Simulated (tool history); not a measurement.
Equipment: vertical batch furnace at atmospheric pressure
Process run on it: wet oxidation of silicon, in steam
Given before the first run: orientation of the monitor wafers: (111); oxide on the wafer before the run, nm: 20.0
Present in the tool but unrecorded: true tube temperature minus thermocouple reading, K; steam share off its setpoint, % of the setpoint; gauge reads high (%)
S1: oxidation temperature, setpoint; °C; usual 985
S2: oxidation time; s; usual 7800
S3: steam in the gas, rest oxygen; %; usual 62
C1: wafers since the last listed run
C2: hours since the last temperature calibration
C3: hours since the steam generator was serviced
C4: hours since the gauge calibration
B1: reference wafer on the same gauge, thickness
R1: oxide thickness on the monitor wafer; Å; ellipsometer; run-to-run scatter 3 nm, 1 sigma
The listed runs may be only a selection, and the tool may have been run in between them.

run    hour    S1     S2  S3    C1      C2      C3      C4      B1      R1
  1       0   985   9960  62     0   389.3  1406.6  1880.3  520.22  5902.4
  2    85.3   985   9960  62   991   474.6  1491.9  1965.6  520.11  5784.6
  3   127.9   985   9930  62   495   517.2  1534.5  2008.2  520.44  5848.5
  4   166.6   985   9930  62   449   555.9  1573.2  2046.9  520.62  5857.9
  5   233.8   985   9930  62   780   623.1  1640.4  2114.1  519.45  5881.8
      263.3  -- steam generator serviced
  6   317.2   985   7800  62   690   706.5    53.9  2197.5  520.24  5265.8
  7   410.5   985   9660  62  1084   799.8   147.2  2290.8  520.42  5955.1
  8   488.1   985   9660  62   901   877.4   224.8  2368.4  519.96  5960.3
  9   549.7   985   9660  62   715     939   286.4    2430  519.99  5921.9
 10   651.8   979   7800  62  1186  1041.1   388.5  2532.1  520.19    5006
 11   733.6   979   7800  62   950  1122.9   470.3  2613.9  520.44  5042.6
 12   840.4   985   7800  62  1241  1229.7   577.1  2720.7  520.21  5140.5
 13   903.7   985   7800  62   735    1293   640.4    2784  519.32  5158.3
 14   947.5   985   7800  62   508  1336.8   684.2  2827.8  519.78  5126.9
 15   983.6   985   7800  62   419  1372.9   720.3  2863.9  520.35  5148.6
 16  1076.9   985   7800  62  1084  1466.2   813.6  2957.2   520.6  5151.4
 17  1125.4   985   7800  62   563  1514.7   862.1  3005.7   519.6  5160.7
 18  1200.4   985   7800  62   871  1589.7   937.1  3080.7  519.75  5140.4
 19    1252  1005  11670  59   599  1641.3   988.7  3132.3  519.21  6961.2
 20  1356.9   985   7800  62  1218  1746.2  1093.6  3237.2  519.65  5140.9
 21  1459.7   965   7800  62  1194    1849  1196.4    3340  520.89  4519.5
 22  1505.1   966   7800  62   527  1894.4  1241.8  3385.4  519.67  4571.1
       1635  -- gauge calibrated
 23  1683.6   985   7800  54  2074  2072.9  1420.3    48.6  520.41  4641.4
 24  1738.5  1003   7800  53   637  2127.8  1475.2   103.5  520.34  5045.2
     1863.7  -- thermocouples replaced and temperature profile calibrated
 25  1864.2   985   7800  62  1181     0.5  1600.9   229.2  520.33  5039.2
 26  1953.6   985   4860  73  1038    89.9  1690.3   318.6  520.48  4156.5
 27  2061.3  1005   7800  57  1251   197.6    1798   426.3  519.97  5277.9
     2129.9  -- steam generator serviced
 28  2130.4   985   7800  62   524   266.7     0.5   495.4  519.38  5214.6
 29  2254.1   985  11280  67  1437   390.4   124.2   619.1  520.51  6819.9
 30  2313.3  1007   6000  65   687   449.6   183.4   678.3  519.59  5171.9
 31  2394.4   994   4020  69   942   530.7   264.5   759.4  519.87  3915.7
 32  2480.9   962   5670  59  1005   617.2     351   845.9  519.38  3568.9
 33  2582.1   961  11100  62  1175   718.4   452.2   947.1  519.99  5586.6
 34    2677   961   7800  58  1102   813.3   547.1    1042  520.04    4269
 35  2752.2   970   7800  62   873   888.5   622.3  1117.2   519.7  4725.4
 36  2859.7   985  11280  67  1249     996   729.8  1224.7  519.23  6654.6
 37  2907.6   985  10770  56   556  1043.9   777.7  1272.6  520.43  5865.7
 38  2970.4  1003   7800  68   729  1106.7   840.5  1335.4  520.15  6010.6

Run-by-run hidden state of the tool:
true tube temperature minus thermocouple reading, K: 0 at every run
gauge reads high (%): 0 at every run
H1: steam share off its setpoint, % of the setpoint
run      H1
  1    -5.7
  2   -6.03
  3   -6.19
  4   -6.34
  5   -6.59
  6  -0.873
  7   -1.23
  8   -1.53
  9   -1.76
 10   -2.15
 11   -2.46
 12   -2.87
 13   -3.11
 14   -3.28
 15   -3.42
 16   -3.78
 17   -3.96
 18   -4.25
 19   -4.44
 20   -4.85
 21   -5.24
 22   -5.41
 23   -6.09
 24    -6.3
 25   -6.78
 26   -7.12
 27   -7.54
 28  -0.437
 29  -0.909
 30   -1.14
 31   -1.45
 32   -1.78
 33   -2.16
 34   -2.52
 35   -2.81
 36   -3.22
 37   -3.41
 38   -3.65
